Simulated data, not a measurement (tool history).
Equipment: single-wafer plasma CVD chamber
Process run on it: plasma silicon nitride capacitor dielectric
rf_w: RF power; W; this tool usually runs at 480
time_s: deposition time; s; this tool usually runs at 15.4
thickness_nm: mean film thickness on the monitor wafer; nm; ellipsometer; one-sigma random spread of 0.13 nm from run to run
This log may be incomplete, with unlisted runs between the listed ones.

run     day  rf_w  time_s  wafers since the last listed run  hours since the last RF generator calibration  hours since the showerhead was replaced  hours since the gauge calibration  read-back reference wafer on the same gauge, thickness_nm  thickness_nm
  1       0   480    15.4                                 0                                            917                                   4267.6                              459.8                                                     26.027        24.487
  2     2.8   480    15.4                              1736                                          984.2                                   4334.8                                527                                                     26.095        24.286
  3   4.488   480    15.4                              1046                                         1024.7                                   4375.3                              567.5                                                     26.114        24.659
  4    7.95   480    15.4                              2147                                         1107.8                                   4458.4                              650.6                                                     26.256        24.459
  5  15.021   415    15.4                              4385                                         1277.5                                   4628.1                              820.3                                                     26.481        24.038
     17.296  -- gauge calibrated
  6  18.517   480    15.4                              2168                                         1361.4                                     4712                               29.3                                                     26.072         24.24
  7  22.338   480    15.4                              2369                                         1453.1                                   4803.7                                121                                                     26.037        24.621
     24.133  -- RF generator calibrated
  8  26.004   480    15.4                              2067                                           44.9                                   4891.7                                209                                                     26.113        24.598
  9  28.588   425    15.4                              1602                                          106.9                                   4953.7                                271                                                     26.094        23.768
 10  32.212   480    17.5                              2248                                          193.9                                   5040.7                                358                                                     26.134        27.598
 11  36.112   480    13.2                              2418                                          287.5                                   5134.3                              451.6                                                      26.21        21.216
       39.3  -- showerhead replaced
 12  39.342   530    17.4                              1795                                            365                                        1                              529.1                                                     26.258        28.245
 13  40.962   480    14.5                              1005                                          403.9                                     39.9                                568                                                     26.314        23.303
 14  44.238   480    15.4                              2031                                          482.5                                    118.5                              646.6                                                     26.425         24.57
     48.333  -- gauge calibrated
 15  48.554   480    15.4                              2677                                          586.1                                    222.1                                5.3                                                     25.861        24.249
 16  52.508   480    13.6                              2452                                            681                                      317                              100.2                                                     25.853         21.57
 17  54.521   480    15.4                              1248                                          729.3                                    365.3                              148.5                                                     25.864        24.505
 18  57.108   525    17.9                              1604                                          791.4                                    427.4                              210.6                                                     25.884        28.749

Take each entry between the runs: how does the hidden state at the last listed run before it differ from the hidden state at the first listed run after it?
Runs 5 to 6: gauge calibrated (day 17.296)
  gauge reads high (%): 2.13 -> 0.529
  difference, measured minus the result without the unlogged condition, thickness_nm: +0.501 -> +0.128 nm
Runs 7 to 8: RF generator calibrated (day 24.133)
  gauge reads high (%): 0.575 -> 0.671
  difference, measured minus the result without the unlogged condition, thickness_nm: +0.141 -> +0.164 nm
Runs 11 to 12: showerhead replaced (day 39.3)
  gauge reads high (%): 1.2 -> 1.45
  difference, measured minus the result without the unlogged condition, thickness_nm: +0.252 -> +0.405 nm
Runs 14 to 15: gauge calibrated (day 48.333)
  gauge reads high (%): 1.91 -> -0.132
  difference, measured minus the result without the unlogged condition, thickness_nm: +0.461 -> -0.032 nm
